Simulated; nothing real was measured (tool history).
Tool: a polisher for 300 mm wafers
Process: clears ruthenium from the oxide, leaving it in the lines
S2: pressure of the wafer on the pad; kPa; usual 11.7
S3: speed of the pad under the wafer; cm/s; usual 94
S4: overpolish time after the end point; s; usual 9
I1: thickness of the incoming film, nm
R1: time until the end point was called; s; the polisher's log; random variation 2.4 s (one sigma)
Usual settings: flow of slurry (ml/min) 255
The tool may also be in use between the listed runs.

{"run": 1, "hour": 0.0, "flow of slurry (ml/min)": 255, "S2": 11.7, "S3": 94, "S4": 9, "I1": 104.5, "R1": 142.9}
{"hour": 20.0, "done": "worn pad replaced by a new one"}
{"run": 2, "hour": 54.2, "flow of slurry (ml/min)": 255, "S2": 11.7, "S3": 94, "S4": 9, "I1": 105.7, "R1": 144.2}
{"run": 3, "hour": 79.6, "flow of slurry (ml/min)": 255, "S2": 11.7, "S3": 94, "S4": 9, "I1": 106.9, "R1": 141.3}
{"run": 4, "hour": 104.2, "flow of slurry (ml/min)": 255, "S2": 11.7, "S3": 94, "S4": 9, "I1": 104.5, "R1": 144.2}
{"hour": 113.7, "done": "worn pad replaced by a new one"}
{"run": 5, "hour": 136.2, "flow of slurry (ml/min)": 255, "S2": 11.7, "S3": 94, "S4": 9, "I1": 107.4, "R1": 155.1}
{"run": 6, "hour": 171.4, "flow of slurry (ml/min)": 255, "S2": 11.7, "S3": 94, "S4": 9, "I1": 104.2, "R1": 154.6}
{"run": 7, "hour": 192.2, "flow of slurry (ml/min)": 255, "S2": 11.7, "S3": 94, "S4": 11, "I1": 104.9, "R1": 162.8}
{"hour": 207.5, "done": "worn pad replaced by a new one, repeated, since the last time left the tool worse"}
{"run": 8, "hour": 220.0, "flow of slurry (ml/min)": 290, "S2": 13.8, "S3": 74, "S4": 11, "I1": 103.9, "R1": 155.3}
{"hour": 239.0, "done": "head pressure recalibrated"}
{"run": 9, "hour": 248.8, "flow of slurry (ml/min)": 305, "S2": 9.7, "S3": 72, "S4": 11, "I1": 107.2, "R1": 218.3}
{"hour": 266.4, "done": "slurry nozzle cleaned"}
{"run": 10, "hour": 270.2, "flow of slurry (ml/min)": 255, "S2": 13.8, "S3": 94, "S4": 9, "I1": 102.9, "R1": 120.5}
{"run": 11, "hour": 296.9, "flow of slurry (ml/min)": 255, "S2": 10.3, "S3": 94, "S4": 11, "I1": 103.9, "R1": 160.5}
{"run": 12, "hour": 316.2, "flow of slurry (ml/min)": 255, "S2": 11.7, "S3": 94, "S4": 9, "I1": 107.3, "R1": 146.3}
{"hour": 324.1, "done": "worn pad replaced by a new one"}
{"run": 13, "hour": 349.7, "flow of slurry (ml/min)": 255, "S2": 11.7, "S3": 94, "S4": 9, "I1": 105.4, "R1": 141.4}
{"run": 14, "hour": 367.6, "flow of slurry (ml/min)": 190, "S2": 11.7, "S3": 94, "S4": 9, "I1": 106.6, "R1": 146}
{"run": 15, "hour": 401.3, "flow of slurry (ml/min)": 255, "S2": 9, "S3": 104, "S4": 13, "I1": 104.8, "R1": 168.5}

4 ways to go on from here, each from the tool as it stands after run 15. What would each give?
{"run": "A", "hour": 401.8, "flow of slurry (ml/min)": 315, "S2": 11.7, "S3": 94, "S4": 9, "I1": 104.7, "R1": "?"}
{"run": "B", "hour": 401.8, "flow of slurry (ml/min)": 255, "S2": 9.7, "S3": 124, "S4": 9, "I1": 104.7, "R1": "?"}
{"run": "C", "hour": 401.8, "flow of slurry (ml/min)": 200, "S2": 13.1, "S3": 104, "S4": 5, "I1": 104.7, "R1": "?"}
{"run": "D", "hour": 401.8, "flow of slurry (ml/min)": 215, "S2": 11.7, "S3": 94, "S4": 6, "I1": 104.7, "R1": "?"}

run=A R1=142.1
run=B R1=130.1
run=C R1=119.8
run=D R1=145.9
Without the tool's hidden state the same runs would have given:
run=A R1=136.3
run=B R1=124.8
run=C R1=114.9
run=D R1=140

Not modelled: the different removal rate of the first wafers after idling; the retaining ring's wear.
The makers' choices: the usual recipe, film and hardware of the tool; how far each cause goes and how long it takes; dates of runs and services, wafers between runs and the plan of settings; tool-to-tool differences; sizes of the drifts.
